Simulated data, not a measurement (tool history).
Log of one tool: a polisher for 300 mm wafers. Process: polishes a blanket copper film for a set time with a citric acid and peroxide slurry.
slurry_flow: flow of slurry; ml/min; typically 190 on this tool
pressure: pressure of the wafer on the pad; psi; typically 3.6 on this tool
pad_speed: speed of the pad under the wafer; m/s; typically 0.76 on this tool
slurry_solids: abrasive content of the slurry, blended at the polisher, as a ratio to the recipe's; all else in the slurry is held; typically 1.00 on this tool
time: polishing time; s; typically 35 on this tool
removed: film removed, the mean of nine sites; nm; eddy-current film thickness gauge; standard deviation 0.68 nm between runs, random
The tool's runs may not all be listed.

run   hour  slurry_flow  pressure  pad_speed  slurry_solids  time  incoming thickness of the incoming film, nm  removed
  1    0.0          190       3.6       0.76           1.15    35                                        649.7     71.7
  2   31.1          190       3.6       0.76           1.15    35                                        645.4     71.8
      67.3  -- slurry nozzle cleaned
     124.5  -- worn pad replaced by a new one
  3  149.1          190       3.6       0.76           1.15    35                                        641.3     72.0
  4  188.7          190       3.6       0.76           0.80    35                                        640.2     67.6
  5  258.8          190       3.6       0.76           0.80    35                                        652.6     67.7
     281.5  -- slurry nozzle cleaned
  6  290.5          190       3.6       0.76           1.00    35                                        649.4     71.2
     309.6  -- worn pad replaced by a new one
  7  322.4          190       4.0       0.76           0.90    35                                        646.5     78.7
  8  367.1          190       3.6       0.76           1.00    35                                        659.0     72.0
     418.1  -- slurry blender recalibrated
     435.4  -- head pressure recalibrated
     460.5  -- worn pad replaced by a new one
     460.6  -- slurry nozzle cleaned
  9  559.3          190       3.6       0.76           1.00    35                                        657.0     68.4
     616.1  -- worn pad replaced by a new one
 10  626.7          190       3.6       0.96           1.00    35                                        654.2     82.6

Predict the results of run 11:
 11  665.1          190       3.6       0.76           1.20    35                                        656.4        ?

Run 11 measured removed 71.2 nm.
On a tool with no hidden condition, and with the same random variation, this run would have come out at removed 71.2 nm.

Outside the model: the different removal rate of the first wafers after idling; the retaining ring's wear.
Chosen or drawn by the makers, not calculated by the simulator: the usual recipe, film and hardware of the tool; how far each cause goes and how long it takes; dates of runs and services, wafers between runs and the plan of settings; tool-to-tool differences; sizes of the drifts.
